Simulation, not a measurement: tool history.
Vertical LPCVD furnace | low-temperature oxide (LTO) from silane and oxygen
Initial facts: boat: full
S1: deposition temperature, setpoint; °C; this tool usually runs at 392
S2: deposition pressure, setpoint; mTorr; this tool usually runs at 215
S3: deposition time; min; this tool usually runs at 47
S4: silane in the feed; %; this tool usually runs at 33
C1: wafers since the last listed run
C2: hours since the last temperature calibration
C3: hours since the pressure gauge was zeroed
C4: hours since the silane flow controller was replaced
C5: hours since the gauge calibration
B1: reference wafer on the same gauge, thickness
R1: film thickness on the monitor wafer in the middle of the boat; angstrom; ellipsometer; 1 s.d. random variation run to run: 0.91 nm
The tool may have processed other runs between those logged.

| run | hour | S1 | S2 | S3 | S4 | C1 | C2 | C3 | C4 | C5 | B1 | R1 |
|---|---|---|---|---|---|---|---|---|---|---|---|---|
| 1 | 0 | 386 | 215 | 47 | 38 | 0 | 3222.1 | 211 | 5859.4 | 949.8 | 243.02 | 3305.8 |
|  | 51.9 | thermocouples replaced and temperature profile calibrated |
| 2 | 63.2 | 392 | 215 | 38.5 | 33 | 614 | 11.3 | 274.2 | 5922.6 | 1013 | 243.14 | 2382.2 |
| 3 | 134.7 | 392 | 215 | 47 | 33 | 1121 | 82.8 | 345.7 | 5994.1 | 1084.5 | 242.98 | 2899.3 |
| 4 | 186.1 | 392 | 215 | 47 | 33 | 806 | 134.2 | 397.1 | 6045.5 | 1135.9 | 243.03 | 2908.7 |
| 5 | 245.2 | 392 | 215 | 36 | 33 | 926 | 193.3 | 456.2 | 6104.6 | 1195 | 243.11 | 2228.7 |
| 6 | 314.4 | 392 | 215 | 36 | 33 | 1085 | 262.5 | 525.4 | 6173.8 | 1264.2 | 243.01 | 2238.9 |
| 7 | 347.4 | 380 | 215 | 47 | 33 | 517 | 295.5 | 558.4 | 6206.8 | 1297.2 | 243.23 | 2519.6 |
| 8 | 397.8 | 384 | 215 | 47 | 33 | 790 | 345.9 | 608.8 | 6257.2 | 1347.6 | 242.81 | 2627.6 |
|  | 467.5 | silane flow controller replaced |
| 9 | 468 | 392 | 200 | 47 | 33 | 724 | 416.1 | 679 | 0.5 | 1417.8 | 242.98 | 2712.5 |
| 10 | 497.2 | 387 | 245 | 47 | 28 | 457 | 445.3 | 708.2 | 29.7 | 1447 | 243.08 | 2444.8 |
| 11 | 541.9 | 392 | 215 | 47 | 33 | 700 | 490 | 752.9 | 74.4 | 1491.7 | 242.96 | 2909.2 |
| 12 | 613.8 | 403 | 235 | 59 | 33 | 1127 | 561.9 | 824.8 | 146.3 | 1563.6 | 243 | 4531.1 |
| 13 | 638.4 | 387 | 245 | 47 | 33 | 385 | 586.5 | 849.4 | 170.9 | 1588.2 | 242.93 | 3103.5 |
| 14 | 687 | 383 | 270 | 28.5 | 36 | 762 | 635.1 | 898 | 219.5 | 1636.8 | 243.1 | 2244.6 |
| 15 | 738 | 380 | 235 | 39 | 36 | 799 | 686.1 | 949 | 270.5 | 1687.8 | 243.24 | 2575.8 |
|  | 775.1 | gauge calibrated |
| 16 | 800.1 | 383 | 215 | 37 | 33 | 973 | 748.2 | 1011.1 | 332.6 | 25 | 242.86 | 2038.4 |
| 17 | 831 | 392 | 215 | 61 | 28 | 484 | 779.1 | 1042 | 363.5 | 55.9 | 243.15 | 2973 |
| 18 | 893.2 | 392 | 215 | 47 | 33 | 975 | 841.3 | 1104.2 | 425.7 | 118.1 | 243.13 | 2904.6 |
| 19 | 959.1 | 392 | 235 | 54.5 | 35 | 1033 | 907.2 | 1170.1 | 491.6 | 184 | 242.94 | 3997 |
| 20 | 1014.2 | 392 | 215 | 47 | 33 | 864 | 962.3 | 1225.2 | 546.7 | 239.1 | 243.11 | 2924.6 |
| 21 | 1044.9 | 398 | 215 | 33.5 | 30 | 481 | 993 | 1255.9 | 577.4 | 269.8 | 243 | 1938.6 |
| 22 | 1085 | 392 | 245 | 55 | 36 | 628 | 1033.1 | 1296 | 617.5 | 309.9 | 242.91 | 4350.3 |
| 23 | 1143.1 | 392 | 215 | 29 | 33 | 911 | 1091.2 | 1354.1 | 675.6 | 368 | 243.04 | 1802.1 |
| 24 | 1183.4 | 392 | 215 | 30 | 39 | 631 | 1131.5 | 1394.4 | 715.9 | 408.3 | 243.15 | 2309.3 |
| 25 | 1235.5 | 392 | 215 | 29 | 33 | 816 | 1183.6 | 1446.5 | 768 | 460.4 | 242.86 | 1792.2 |
| 26 | 1305.9 | 395 | 215 | 47 | 33 | 1103 | 1254 | 1516.9 | 838.4 | 530.8 | 242.81 | 3003.7 |
| 27 | 1358.7 | 392 | 235 | 47 | 35 | 827 | 1306.8 | 1569.7 | 891.2 | 583.6 | 242.84 | 3428.8 |
| 28 | 1424.8 | 392 | 215 | 47 | 33 | 1036 | 1372.9 | 1635.8 | 957.3 | 649.7 | 242.84 | 2925.4 |
| 29 | 1459.9 | 392 | 195 | 58.5 | 33 | 550 | 1408 | 1670.9 | 992.4 | 684.8 | 243.04 | 3307 |
| 30 | 1517.2 | 388 | 240 | 38.5 | 33 | 898 | 1465.3 | 1728.2 | 1049.7 | 742.1 | 243.05 | 2550.5 |

What was the tool's hidden state at every run in the log?
true pressure minus gauge reading, mTorr: 0 at every run
deviation of the silane flow from its setpoint, %: 0 at every run
gauge reads high (%): 0 at every run
H1: true tube temperature minus thermocouple reading, K
| run | H1 |
|---|---|
| 1 | 1.59 |
| 2 | 0.125 |
| 3 | 0.126 |
| 4 | 0.128 |
| 5 | 0.13 |
| 6 | 0.135 |
| 7 | 0.138 |
| 8 | 0.143 |
| 9 | 0.151 |
| 10 | 0.154 |
| 11 | 0.161 |
| 12 | 0.172 |
| 13 | 0.176 |
| 14 | 0.185 |
| 15 | 0.195 |
| 16 | 0.208 |
| 17 | 0.215 |
| 18 | 0.23 |
| 19 | 0.247 |
| 20 | 0.262 |
| 21 | 0.271 |
| 22 | 0.283 |
| 23 | 0.302 |
| 24 | 0.315 |
| 25 | 0.333 |
| 26 | 0.358 |
| 27 | 0.378 |
| 28 | 0.405 |
| 29 | 0.419 |
| 30 | 0.444 |
